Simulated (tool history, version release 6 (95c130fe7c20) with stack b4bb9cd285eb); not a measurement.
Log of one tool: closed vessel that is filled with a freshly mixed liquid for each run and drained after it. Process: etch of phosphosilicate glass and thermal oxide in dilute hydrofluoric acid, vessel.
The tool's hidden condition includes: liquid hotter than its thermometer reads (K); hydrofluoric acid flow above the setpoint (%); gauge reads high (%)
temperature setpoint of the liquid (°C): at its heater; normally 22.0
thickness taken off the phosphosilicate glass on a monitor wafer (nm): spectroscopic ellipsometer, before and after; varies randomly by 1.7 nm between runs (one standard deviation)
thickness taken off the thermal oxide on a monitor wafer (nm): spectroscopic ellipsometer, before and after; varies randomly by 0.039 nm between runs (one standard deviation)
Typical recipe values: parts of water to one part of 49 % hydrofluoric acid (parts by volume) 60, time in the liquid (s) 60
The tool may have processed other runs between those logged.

| run | hour | temperature setpoint of the liquid (°C) | parts of water to one part of 49 % hydrofluoric acid (parts by volume) | time in the liquid (s) | wafers since the last listed run | hours since the thermometer was replaced | hours since the hydrofluoric acid flow meter was replaced | hours since the gauge calibration | read-back film thickness of the phosphosilicate glass reference wafer, read on the same gauge (nm) | read-back film thickness of the thermal oxide reference wafer, read on the same gauge (nm) | thickness taken off the phosphosilicate glass on a monitor wafer (nm) | thickness taken off the thermal oxide on a monitor wafer (nm) |
|---|---|---|---|---|---|---|---|---|---|---|---|---|
| 1 | 0.0 | 22.0 | 60 | 60 | 0 | 1329.9 | 999.9 | 997.4 | 30.01 | 129.993 | 184.49 | 4.507 |
| 2 | 25.0 | 22.0 | 60 | 60 | 1699 | 1354.9 | 1024.9 | 1022.4 | 30.01 | 130.015 | 183.54 | 4.559 |
|  | 35.2 | hydrofluoric acid flow meter replaced |
| 3 | 39.7 | 22.0 | 60 | 60 | 931 | 1369.6 | 4.5 | 1037.1 | 30.00 | 130.000 | 185.03 | 4.581 |
| 4 | 71.1 | 22.0 | 60 | 60 | 2135 | 1401.0 | 35.9 | 1068.5 | 29.98 | 130.026 | 184.72 | 4.521 |
| 5 | 93.8 | 22.0 | 60 | 60 | 1543 | 1423.7 | 58.6 | 1091.2 | 29.98 | 129.978 | 186.05 | 4.538 |
| 6 | 114.4 | 18.0 | 45 | 45 | 1400 | 1444.3 | 79.2 | 1111.8 | 30.00 | 130.022 | 157.87 | 3.961 |
| 7 | 136.9 | 17.5 | 50 | 50 | 1529 | 1466.8 | 101.7 | 1134.3 | 29.99 | 129.984 | 153.99 | 3.828 |
| 8 | 163.2 | 22.0 | 60 | 60 | 1788 | 1493.1 | 128.0 | 1160.6 | 30.00 | 129.996 | 184.53 | 4.534 |
|  | 171.9 | thermometer replaced |
| 9 | 182.8 | 26.0 | 90 | 30 | 1264 | 10.9 | 147.6 | 1180.2 | 30.00 | 129.970 | 69.66 | 1.734 |
| 10 | 206.0 | 22.0 | 60 | 60 | 1577 | 34.1 | 170.8 | 1203.4 | 30.00 | 129.983 | 181.66 | 4.497 |
| 11 | 239.2 | 22.0 | 60 | 60 | 2257 | 67.3 | 204.0 | 1236.6 | 29.99 | 130.034 | 184.28 | 4.567 |
| 12 | 260.5 | 24.5 | 90 | 70 | 1448 | 88.6 | 225.3 | 1257.9 | 30.01 | 129.994 | 151.88 | 3.714 |
| 13 | 275.6 | 22.0 | 60 | 60 | 1026 | 103.7 | 240.4 | 1273.0 | 30.00 | 129.975 | 181.22 | 4.522 |
|  | 305.2 | gauge calibrated |
| 14 | 308.3 | 17.5 | 50 | 50 | 2223 | 136.4 | 273.1 | 3.1 | 30.02 | 129.989 | 155.70 | 3.825 |
| 15 | 325.8 | 22.0 | 60 | 60 | 1189 | 153.9 | 290.6 | 20.6 | 30.00 | 130.027 | 181.95 | 4.589 |
| 16 | 349.6 | 27.0 | 60 | 60 | 1618 | 177.7 | 314.4 | 44.4 | 29.99 | 130.003 | 226.44 | 5.568 |
| 17 | 377.9 | 22.0 | 50 | 60 | 1924 | 206.0 | 342.7 | 72.7 | 30.01 | 129.990 | 223.89 | 5.502 |
| 18 | 404.7 | 22.0 | 60 | 60 | 1822 | 232.8 | 369.5 | 99.5 | 29.97 | 130.010 | 185.86 | 4.560 |
| 19 | 436.3 | 20.5 | 50 | 30 | 2148 | 264.4 | 401.1 | 131.1 | 30.00 | 129.996 | 104.77 | 2.597 |
| 20 | 455.0 | 19.0 | 45 | 60 | 1271 | 283.1 | 419.8 | 149.8 | 30.00 | 129.983 | 217.73 | 5.425 |
| 21 | 469.2 | 24.5 | 45 | 30 | 965 | 297.3 | 434.0 | 164.0 | 29.99 | 129.979 | 138.11 | 3.441 |
| 22 | 500.5 | 22.0 | 45 | 60 | 2128 | 328.6 | 465.3 | 195.3 | 29.99 | 130.023 | 251.33 | 6.181 |
| 23 | 534.9 | 25.5 | 50 | 75 | 2339 | 363.0 | 499.7 | 229.7 | 30.00 | 129.993 | 324.37 | 8.016 |
| 24 | 562.2 | 24.5 | 70 | 45 | 1856 | 390.3 | 527.0 | 257.0 | 29.99 | 129.989 | 129.01 | 3.244 |
| 25 | 595.5 | 23.5 | 70 | 70 | 2264 | 423.6 | 560.3 | 290.3 | 30.02 | 130.005 | 196.13 | 4.779 |

Each row is a separate what-if for the run after 25, all from the same tool condition, not one after another. Results?
| A | 596.2 | 22.0 | 60 | 60 | 47 | 424.3 | 561.0 | 291.0 | ? | ? | ? | ? |
| B | 596.2 | 23.5 | 60 | 60 | 47 | 424.3 | 561.0 | 291.0 | ? | ? | ? | ? |
| C | 596.2 | 23.5 | 80 | 80 | 47 | 424.3 | 561.0 | 291.0 | ? | ? | ? | ? |
| D | 596.2 | 24.5 | 80 | 90 | 47 | 424.3 | 561.0 | 291.0 | ? | ? | ? | ? |
| E | 596.2 | 25.0 | 60 | 60 | 47 | 424.3 | 561.0 | 291.0 | ? | ? | ? | ? |

| run | read-back film thickness of the phosphosilicate glass reference wafer, read on the same gauge (nm) | read-back film thickness of the thermal oxide reference wafer, read on the same gauge (nm) | thickness taken off the phosphosilicate glass on a monitor wafer (nm) | thickness taken off the thermal oxide on a monitor wafer (nm) |
|---|---|---|---|---|
| A | 30.01 | 129.992 | 187.11 | 4.514 |
| B | 30.01 | 129.992 | 199.05 | 4.802 |
| C | 30.01 | 129.992 | 194.05 | 4.682 |
| D | 30.01 | 129.992 | 227.26 | 5.483 |
| E | 30.01 | 129.992 | 211.60 | 5.105 |
The same runs, with their run-to-run variation unchanged, on a tool lacking any hidden condition would have given:
| run | thickness taken off the phosphosilicate glass on a monitor wafer (nm) | thickness taken off the thermal oxide on a monitor wafer (nm) |
|---|---|---|
| A | 187.11 | 4.514 |
| B | 199.05 | 4.802 |
| C | 194.05 | 4.682 |
| D | 227.26 | 5.483 |
| E | 211.60 | 5.105 |
